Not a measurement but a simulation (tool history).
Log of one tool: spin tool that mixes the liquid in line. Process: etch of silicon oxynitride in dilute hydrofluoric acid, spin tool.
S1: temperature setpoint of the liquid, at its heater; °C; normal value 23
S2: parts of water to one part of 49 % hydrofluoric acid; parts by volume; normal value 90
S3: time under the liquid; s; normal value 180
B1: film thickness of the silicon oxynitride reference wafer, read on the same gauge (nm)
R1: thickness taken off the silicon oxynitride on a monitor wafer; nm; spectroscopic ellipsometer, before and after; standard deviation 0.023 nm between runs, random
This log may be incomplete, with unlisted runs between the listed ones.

run 1 hour=0 | S1=23 S2=90 S3=205 | B1=89.99 | R1=7.65
run 2 hour=66.7 | S1=23 S2=110 S3=180 | B1=89.99 | R1=5.44
run 3 hour=91.3 | S1=23 S2=110 S3=180 | B1=90 | R1=5.44
run 4 hour=150.5 | S1=23 S2=110 S3=180 | B1=90 | R1=5.43
run 5 hour=215.3 | S1=23 S2=90 S3=180 | B1=90.01 | R1=6.74
run 6 hour=243.1 | S1=23 S2=90 S3=180 | B1=90.01 | R1=6.77
run 7 hour=279.9 | S1=26.5 S2=90 S3=180 | B1=90 | R1=7.92
run 8 hour=321.1 | S1=23 S2=90 S3=180 | B1=90.03 | R1=6.82
run 9 hour=351.4 | S1=19.5 S2=65 S3=180 | B1=90 | R1=8.05
run 10 hour=404 | S1=19.5 S2=65 S3=180 | B1=90 | R1=8.07
run 11 hour=467.1 | S1=23 S2=90 S3=75 | B1=89.98 | R1=2.82
run 12 hour=502.4 | S1=20.5 S2=115 S3=220 | B1=90.02 | R1=5.49
run 13 hour=547.4 | S1=23 S2=120 S3=75 | B1=90.01 | R1=2.02
run 14 hour=614.9 | S1=23 S2=70 S3=75 | B1=89.99 | R1=3.6
run 15 hour=684.2 | S1=23 S2=90 S3=180 | B1=90 | R1=6.6
run 16 hour=772.4 | S1=23 S2=90 S3=180 | B1=90.02 | R1=6.64
run 17 hour=817.1 | S1=28 S2=125 S3=280 | B1=89.99 | R1=9.12
run 18 hour=849.5 | S1=23 S2=90 S3=180 | B1=89.99 | R1=6.62
run 19 hour=910.3 | S1=25 S2=55 S3=235 | B1=89.99 | R1=16.05
run 20 hour=962.5 | S1=27 S2=90 S3=290 | B1=90.01 | R1=12.94

The log once held 4 entries between its listed runs, left out of this copy. Where does each go, and what is different about the tool's unlogged condition between the listed run before it and the listed run after it?
Logged between run 2 and run 3: thermometer replaced (hour 82.9)
  hydrofluoric acid flow above the setpoint (%): 2.23 -> 2.27
  what was measured, less what the result would be without the hidden state, R1: +0.13 -> +0.13 nm
Logged between run 11 and run 12: hydrofluoric acid flow meter replaced (hour 475.5)
  hydrofluoric acid flow above the setpoint (%): 2.88 -> 0.298
  what was measured, less what the result would be without the hidden state, R1: +0.08 -> +0.02 nm
Logged between run 12 and run 13: thermometer replaced (hour 544.2)
  hydrofluoric acid flow above the setpoint (%): 0.298 -> 0.371
  what was measured, less what the result would be without the hidden state, R1: +0.02 -> +0.01 nm
Logged between run 13 and run 14: gauge calibrated (hour 593)
  hydrofluoric acid flow above the setpoint (%): 0.371 -> 0.48
  what was measured, less what the result would be without the hidden state, R1: +0.01 -> +0.02 nm
